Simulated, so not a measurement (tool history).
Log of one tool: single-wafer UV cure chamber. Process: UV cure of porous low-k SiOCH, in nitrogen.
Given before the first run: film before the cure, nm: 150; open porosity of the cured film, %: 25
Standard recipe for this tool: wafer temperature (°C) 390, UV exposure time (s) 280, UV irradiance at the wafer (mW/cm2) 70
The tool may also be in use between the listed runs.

run,hour,wafer temperature (°C),UV exposure time (s),UV irradiance at the wafer (mW/cm2),wafers since the last listed run,hours since the UV bulbs were replaced,wafers since the quartz window was cleaned,loss of film thickness in the cure (%)
1,0,390,280,70,0,832.1,36,13.257
2,60.8,390,280,70,253,892.9,289,13.264
3,139.8,390,365,70,329,971.9,619,14.255
4,229.5,390,365,70,374,1061.6,993,14.105
5,396.5,390,365,70,696,1228.6,1689,13.854
6,443.4,390,280,70,195,1275.5,1885,12.297
# hour 473.5: quartz window cleaned
7,481.6,390,280,70,125,1313.7,33,13.205
8,535.7,390,280,70,225,1367.8,259,13.264
9,595.9,390,280,70,251,1428,510,12.903
10,678.2,390,280,70,343,1510.3,853,12.899
11,744.8,375,205,70,277,1576.9,1131,10.766
12,797.4,375,205,70,219,1629.5,1350,10.918
13,884.8,375,205,70,364,1716.9,1715,10.697
# hour 948.3: quartz window cleaned
14,948.8,390,225,70,233,1780.9,2,12.17
15,1023.7,390,225,70,312,1855.8,314,11.885

Estimate the outcome of run 16 from the log above:
16,1098.2,409,235,55,310,1930.3,624,?

loss of film thickness in the cure (%): 11.034
Without the tool's hidden state the same run would have given loss of film thickness in the cure (%) 11.424.
